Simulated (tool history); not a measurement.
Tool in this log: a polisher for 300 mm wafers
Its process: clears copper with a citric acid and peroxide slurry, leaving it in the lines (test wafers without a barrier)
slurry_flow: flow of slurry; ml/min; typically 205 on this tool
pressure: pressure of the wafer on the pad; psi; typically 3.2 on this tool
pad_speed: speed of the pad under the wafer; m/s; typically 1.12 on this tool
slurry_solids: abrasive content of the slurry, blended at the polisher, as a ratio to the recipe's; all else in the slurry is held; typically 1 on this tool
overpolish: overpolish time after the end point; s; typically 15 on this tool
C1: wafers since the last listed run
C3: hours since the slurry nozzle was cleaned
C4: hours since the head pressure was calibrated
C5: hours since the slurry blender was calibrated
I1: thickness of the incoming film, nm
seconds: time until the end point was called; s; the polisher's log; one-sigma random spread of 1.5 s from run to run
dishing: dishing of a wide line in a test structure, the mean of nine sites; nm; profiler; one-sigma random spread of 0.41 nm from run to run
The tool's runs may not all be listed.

Run 1, hour 0: usual settings but overpolish 12 s; C1 0; wafers polished on this pad 723; C3 246.6; C4 1278.1; C5 287; I1 232.8. Result: seconds 93.5 s, dishing 21.5 nm.
Run 2, hour 10.5: usual settings but overpolish 12 s; C1 112; wafers polished on this pad 836; C3 257.1; C4 1288.6; C5 297.5; I1 234.7. Result: seconds 95.2 s, dishing 21.1 nm.
At hour 25.6: worn pad replaced by a new one.
Run 3, hour 26.1: usual settings but pad_speed 1.34 m/s; C1 124; wafers polished on this pad 5; C3 272.7; C4 1304.2; C5 313.1; I1 234.5. Result: seconds 79.4 s, dishing 30 nm.
Run 4, hour 32.2: usual settings but pad_speed 1.34 m/s; C1 65; wafers polished on this pad 70; C3 278.8; C4 1310.3; C5 319.2; I1 231.1. Result: seconds 77.9 s, dishing 30.4 nm.
Run 5, hour 45.3: usual settings but pad_speed 1.34 m/s; C1 140; wafers polished on this pad 210; C3 291.9; C4 1323.4; C5 332.3; I1 232.4. Result: seconds 77.6 s, dishing 30.6 nm.
Run 6, hour 56.7: usual settings but overpolish 19 s; C1 122; wafers polished on this pad 333; C3 303.3; C4 1334.8; C5 343.7; I1 237.4. Result: seconds 100 s, dishing 31.5 nm.
Run 7, hour 71.9: usual settings but overpolish 19 s; C1 162; wafers polished on this pad 495; C3 318.5; C4 1350; C5 358.9; I1 234.6. Result: seconds 97.7 s, dishing 31.6 nm.
Run 8, hour 80.4: usual settings; C1 91; wafers polished on this pad 586; C3 327; C4 1358.5; C5 367.4; I1 235.7. Result: seconds 95.7 s, dishing 25.3 nm.
Run 9, hour 97.9: usual settings; C1 187; wafers polished on this pad 774; C3 344.5; C4 1376; C5 384.9; I1 235. Result: seconds 99.7 s, dishing 25.3 nm.
Run 10, hour 108.6: usual settings but pressure 3.6 psi, slurry_solids 0.75; C1 114; wafers polished on this pad 889; C3 355.2; C4 1386.7; C5 395.6; I1 233.6. Result: seconds 93.2 s, dishing 25.2 nm.
Run 11, hour 124.5: usual settings; C1 170; wafers polished on this pad 1059; C3 371.1; C4 1402.6; C5 411.5; I1 237. Result: seconds 99.7 s, dishing 25.5 nm.
At hour 132.1: head pressure recalibrated.
At hour 134.9: worn pad replaced by a new one.
At hour 170.1: slurry blender recalibrated.
Run 12, hour 172.1: usual settings but slurry_flow 260 ml/min, pad_speed 0.82 m/s, slurry_solids 1.1; C1 437; wafers polished on this pad 377; C3 418.7; C4 40; C5 2; I1 235.8. Result: seconds 118.2 s, dishing 21.3 nm.
Run 13, hour 179.9: usual settings but pressure 4.2 psi, slurry_solids 1.15; C1 83; wafers polished on this pad 460; C3 426.5; C4 47.8; C5 9.8; I1 232.1. Result: seconds 65.2 s, dishing 35.8 nm.
Run 14, hour 197.8: usual settings but pressure 3.6 psi, slurry_solids 0.75; C1 191; wafers polished on this pad 652; C3 444.4; C4 65.7; C5 27.7; I1 234.8. Result: seconds 82.9 s, dishing 27.2 nm.
At hour 209.6: slurry nozzle cleaned.
Run 15, hour 210.3: usual settings but pressure 3.7 psi, pad_speed 1.3 m/s, slurry_solids 1.2, overpolish 23 s; C1 123; wafers polished on this pad 775; C3 0.7; C4 78.2; C5 40.2; I1 235.2. Result: seconds 63.5 s, dishing 50.5 nm.
Run 16, hour 224.3: usual settings but slurry_flow 150 ml/min, pressure 3.6 psi, pad_speed 1.3 m/s; C1 149; wafers polished on this pad 925; C3 14.7; C4 92.2; C5 54.2; I1 233.2. Result: seconds 70.5 s, dishing 33 nm.
At hour 228.4: worn pad replaced by a new one.
Run 17, hour 236.4: usual settings but pressure 2.8 psi, overpolish 11 s; C1 86; wafers polished on this pad 86; C3 26.8; C4 104.3; C5 66.3; I1 236.1. Result: seconds 102 s, dishing 18.8 nm.
Run 18, hour 245.4: usual settings but slurry_flow 260 ml/min, pad_speed 1.24 m/s, slurry_solids 1.2, overpolish 6 s; C1 96; wafers polished on this pad 182; C3 35.8; C4 113.3; C5 75.3; I1 234.7. Result: seconds 75.1 s, dishing 13.8 nm.
Run 19, hour 261.7: usual settings; C1 174; wafers polished on this pad 357; C3 52.1; C4 129.6; C5 91.6; I1 237.2. Result: seconds 89 s, dishing 26.9 nm.
Run 20, hour 278.3: usual settings but slurry_solids 1.2; C1 177; wafers polished on this pad 535; C3 68.7; C4 146.2; C5 108.2; I1 237.9. Result: seconds 89.7 s, dishing 28.5 nm.
Run 21, hour 288.1: usual settings but slurry_solids 1.1; C1 104; wafers polished on this pad 639; C3 78.5; C4 156; C5 118; I1 235.1. Result: seconds 87.6 s, dishing 27.4 nm.
Run 22, hour 297.6: usual settings but pressure 4.1 psi, pad_speed 0.9 m/s, slurry_solids 0.9, overpolish 18 s; C1 101; wafers polished on this pad 741; C3 88; C4 165.5; C5 127.5; I1 234.7. Result: seconds 92.2 s, dishing 32 nm.
Run 23, hour 308.4: usual settings but overpolish 7 s; C1 115; wafers polished on this pad 857; C3 98.8; C4 176.3; C5 138.3; I1 233.8. Result: seconds 89.9 s, dishing 13.5 nm.
At hour 327.6: worn pad replaced by a new one.
Run 24, hour 341.2: usual settings but slurry_flow 230 ml/min, pad_speed 1.36 m/s, slurry_solids 1.15, overpolish 7 s; C1 308; wafers polished on this pad 145; C3 131.6; C4 209.1; C5 171.1; I1 239. Result: seconds 71.3 s, dishing 16.9 nm.
Run 25, hour 357.1: usual settings but slurry_flow 250 ml/min, pressure 4 psi, slurry_solids 0.8; C1 170; wafers polished on this pad 316; C3 147.5; C4 225; C5 187; I1 237.9. Result: seconds 76.8 s, dishing 31.5 nm.
Run 26, hour 372: usual settings; C1 159; wafers polished on this pad 475; C3 162.4; C4 239.9; C5 201.9; I1 238.7. Result: seconds 94.2 s, dishing 26.2 nm.
Run 27, hour 384.7: usual settings but pad_speed 1.4 m/s; C1 136; wafers polished on this pad 611; C3 175.1; C4 252.6; C5 214.6; I1 236.6. Result: seconds 74.8 s, dishing 32.6 nm.

Here are 5 independent what-if runs from the current tool condition. What would each one return?
Run A, hour 385.2: usual settings but pressure 3.6 psi; C1 5; wafers polished on this pad 617; C3 175.6; C4 253.1; C5 215.1; I1 232. Result: seconds ?, dishing ?.
Run B, hour 385.2: usual settings but pressure 4.1 psi, pad_speed 1.26 m/s, slurry_solids 1.25, overpolish 22 s; C1 5; wafers polished on this pad 617; C3 175.6; C4 253.1; C5 215.1; I1 232. Result: seconds ?, dishing ?.
Run C, hour 385.2: usual settings but pressure 2.1 psi; C1 5; wafers polished on this pad 617; C3 175.6; C4 253.1; C5 215.1; I1 232. Result: seconds ?, dishing ?.
Run D, hour 385.2: usual settings but pad_speed 0.92 m/s; C1 5; wafers polished on this pad 617; C3 175.6; C4 253.1; C5 215.1; I1 232. Result: seconds ?, dishing ?.
Run E, hour 385.2: usual settings but slurry_flow 225 ml/min, pressure 4.3 psi, pad_speed 0.98 m/s; C1 5; wafers polished on this pad 617; C3 175.6; C4 253.1; C5 215.1; I1 232. Result: seconds ?, dishing ?.

run  seconds  dishing
  A     79.5     29.2
  B     58.9     50.8
  C    134.5       18
  D    108.1     22.2
  E     75.3     30.7
With no hidden state in the tool, these same runs would have given:
run  seconds  dishing
  A     77.5     29.8
  B     57.4     51.8
  C    131.2     18.4
  D    105.5     22.7
  E     73.4     31.4
